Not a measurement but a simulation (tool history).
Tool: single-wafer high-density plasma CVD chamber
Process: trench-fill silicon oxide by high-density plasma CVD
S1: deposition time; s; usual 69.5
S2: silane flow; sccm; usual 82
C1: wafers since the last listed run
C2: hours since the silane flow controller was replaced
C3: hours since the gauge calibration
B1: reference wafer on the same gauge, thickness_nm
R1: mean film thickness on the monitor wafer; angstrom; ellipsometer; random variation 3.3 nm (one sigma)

| run | hour | S1 | S2 | C1 | C2 | C3 | B1 | R1 |
|---|---|---|---|---|---|---|---|---|
| 1 | 0 | 69.5 | 82 | 0 | 931.7 | 648.2 | 614.022 | 5816.32 |
| 2 | 68.5 | 65.5 | 89 | 1467 | 1000.2 | 716.7 | 613.575 | 5931.77 |
| 3 | 121.5 | 65.5 | 89 | 1135 | 1053.2 | 769.7 | 613.424 | 5985.46 |
| 4 | 151.5 | 65.5 | 89 | 642 | 1083.2 | 799.7 | 613.285 | 5906.11 |
| 5 | 355.1 | 69.5 | 82 | 4361 | 1286.8 | 1003.3 | 613.74 | 5792.11 |
| 6 | 401.7 | 69.5 | 82 | 998 | 1333.4 | 1049.9 | 614.233 | 5812 |
| 7 | 436.9 | 69.5 | 82 | 753 | 1368.6 | 1085.1 | 614.744 | 5869.02 |
| 8 | 473.6 | 69.5 | 82 | 786 | 1405.3 | 1121.8 | 615.067 | 5768.78 |
| 9 | 516.4 | 69.5 | 82 | 916 | 1448.1 | 1164.6 | 614.807 | 5772.96 |
| 10 | 546.1 | 69.5 | 82 | 636 | 1477.8 | 1194.3 | 614.462 | 5862.16 |
| 11 | 579.3 | 69.5 | 82 | 711 | 1511 | 1227.5 | 613.279 | 5833.21 |
| 12 | 639.5 | 69.5 | 74 | 1289 | 1571.2 | 1287.7 | 613.51 | 5264.72 |
| 13 | 687.2 | 69.5 | 74 | 1021 | 1618.9 | 1335.4 | 616.327 | 5238.11 |
| 14 | 794.2 | 69.5 | 82 | 2291 | 1725.9 | 1442.4 | 613.665 | 5836.58 |
| 15 | 852.2 | 69.5 | 82 | 1242 | 1783.9 | 1500.4 | 613.891 | 5854.29 |
| 16 | 900.9 | 69.5 | 82 | 1043 | 1832.6 | 1549.1 | 615.271 | 5783.82 |
| 17 | 937.3 | 69.5 | 77 | 779 | 1869 | 1585.5 | 615.165 | 5444 |
|  | 972.5 | gauge calibrated |
| 18 | 987.8 | 69.5 | 82 | 1081 | 1919.5 | 15.3 | 612.889 | 5727.97 |
| 19 | 1043.3 | 72.8 | 82 | 1188 | 1975 | 70.8 | 613.915 | 6065.91 |
| 20 | 1085 | 61.7 | 74 | 893 | 2016.7 | 112.5 | 614.882 | 4637.42 |
| 21 | 1128.4 | 60.4 | 93 | 929 | 2060.1 | 155.9 | 613.811 | 5708.33 |
| 22 | 1163.3 | 80.6 | 66 | 747 | 2095 | 190.8 | 613.009 | 5354.71 |
| 23 | 1189.1 | 69.5 | 82 | 552 | 2120.8 | 216.6 | 613.07 | 5793.75 |
| 24 | 1218.7 | 56.4 | 82 | 634 | 2150.4 | 246.2 | 613.525 | 4713.45 |
| 25 | 1255.2 | 69.5 | 82 | 781 | 2186.9 | 282.7 | 614.533 | 5736.15 |
| 26 | 1322.5 | 69.5 | 82 | 1441 | 2254.2 | 350 | 614.813 | 5818.95 |
| 27 | 1369.6 | 77.2 | 72 | 1008 | 2301.3 | 397.1 | 614.68 | 5671.29 |
|  | 1388 | silane flow controller replaced |
| 28 | 1426.5 | 77.4 | 70 | 1047 | 38.5 | 454 | 615.582 | 5487.86 |
| 29 | 1480.7 | 56.3 | 96 | 1160 | 92.7 | 508.2 | 615.079 | 5492.73 |
| 30 | 1533 | 69.5 | 82 | 1120 | 145 | 560.5 | 613.768 | 5827.52 |
| 31 | 1593.6 | 69.5 | 82 | 1298 | 205.6 | 621.1 | 612.495 | 5775.44 |
| 32 | 1622.7 | 69.5 | 82 | 623 | 234.7 | 650.2 | 613.285 | 5843.17 |
| 33 | 1653.7 | 57.8 | 71 | 664 | 265.7 | 681.2 | 614.536 | 4162.68 |
| 34 | 1720 | 73 | 93 | 1420 | 332 | 747.5 | 613.283 | 6919.96 |
| 35 | 1752.2 | 60.2 | 88 | 689 | 364.2 | 779.7 | 615.39 | 5407 |
| 36 | 1822.8 | 69.5 | 82 | 1512 | 434.8 | 850.3 | 615.188 | 5873.84 |
| 37 | 1854.5 | 64.3 | 74 | 679 | 466.5 | 882 | 614.732 | 4860.73 |
| 38 | 1904.5 | 69.5 | 82 | 1070 | 516.5 | 932 | 616.007 | 5813.95 |
| 39 | 1954.6 | 77.9 | 70 | 1073 | 566.6 | 982.1 | 612.929 | 5569.97 |

The tool's hidden state at each run:
delivered silane flow above the setpoint (%): 0 in every run
gauge reads high (%): 0 in every run

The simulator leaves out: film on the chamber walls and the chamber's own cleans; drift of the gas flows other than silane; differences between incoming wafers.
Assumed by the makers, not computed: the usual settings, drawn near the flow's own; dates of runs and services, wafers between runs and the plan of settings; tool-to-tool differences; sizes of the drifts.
